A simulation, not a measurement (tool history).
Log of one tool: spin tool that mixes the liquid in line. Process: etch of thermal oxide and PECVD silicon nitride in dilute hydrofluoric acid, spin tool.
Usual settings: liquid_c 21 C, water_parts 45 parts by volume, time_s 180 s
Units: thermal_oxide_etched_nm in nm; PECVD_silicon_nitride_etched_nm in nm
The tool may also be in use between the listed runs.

run	hour	liquid_c	water_parts	time_s	read-back film thickness of the thermal oxide reference wafer, read on the same gauge (nm)	read-back film thickness of the PECVD silicon nitride reference wafer, read on the same gauge (nm)	thermal_oxide_etched_nm	PECVD_silicon_nitride_etched_nm
1	0	21	45	180	120.03	50.03	18.37	14.23
2	89.4	21	45	265	119.94	49.97	27.12	20.98
3	134.8	21	55	180	119.97	50.01	14.94	11.66
4	200.4	21	55	180	119.97	49.99	15.01	11.49
5	237.5	21	45	180	120.02	49.99	18.45	14.26
6	367	21	45	180	120	49.99	18.58	14.37
7	444.2	23	45	180	119.96	49.98	20.38	16.47
8	504.9	21	55	220	120.02	50.05	18.39	14.41
9	568.9	21	55	220	120.01	50.02	18.37	14.53
10	616.9	21	45	180	120.01	49.97	18.75	14.68
11	688.5	21	45	180	120.05	49.97	18.75	14.71
# hour 717.8: gauge calibrated
12	835.3	23.5	60	180	120	50.02	15.26	13.13
13	937.4	23.5	60	180	119.99	49.99	15.35	13.14
# hour 1000.6: thermometer replaced
# hour 1001.8: hydrofluoric acid flow meter replaced
14	1030	21	45	180	120.06	49.97	19.17	15.17
15	1116.5	24.5	45	270	120.01	49.97	33.16	29.27
16	1215.4	21	45	180	120.02	50.07	19.26	15.47
# hour 1246.4: thermometer replaced, repeated, since the last time left the tool worse
17	1295.4	24	45	180	119.99	50.01	20.64	16.94
18	1348.7	17	45	180	120	49.98	15.29	10.71
19	1407.8	25.5	60	140	119.96	50.04	12.59	11.18
20	1468.3	23	65	90	119.96	50.05	6.7	5.62
21	1508.4	18	35	80	120.06	49.98	9.27	6.54
22	1590.6	21	50	280	119.95	49.95	25.54	19.92
23	1650.5	18.5	45	180	120.04	50.04	16.58	11.96
24	1752	22.5	65	245	120.03	50.01	18.18	15.11
25	1816.5	23.5	60	180	119.96	50.03	15.04	13.09
26	1888.7	23	55	90	119.99	50.03	8.14	6.82

3 ways to go on from here, each from the tool as it stands after run 26. What would each give?
A	1889.2	26	45	180	?	?	?	?
B	1889.2	25.5	60	210	?	?	?	?
C	1889.2	23.5	45	235	?	?	?	?

run	read-back film thickness of the thermal oxide reference wafer, read on the same gauge (nm)	read-back film thickness of the PECVD silicon nitride reference wafer, read on the same gauge (nm)	thermal_oxide_etched_nm	PECVD_silicon_nitride_etched_nm
A	119.97	49.98	22.75	19.93
B	119.97	49.98	19.11	16.95
C	119.97	49.98	26.81	22
Without the tool's hidden state the same runs would have given:
run	thermal_oxide_etched_nm	PECVD_silicon_nitride_etched_nm
A	22.44	19.48
B	18.85	16.57
C	26.44	21.5
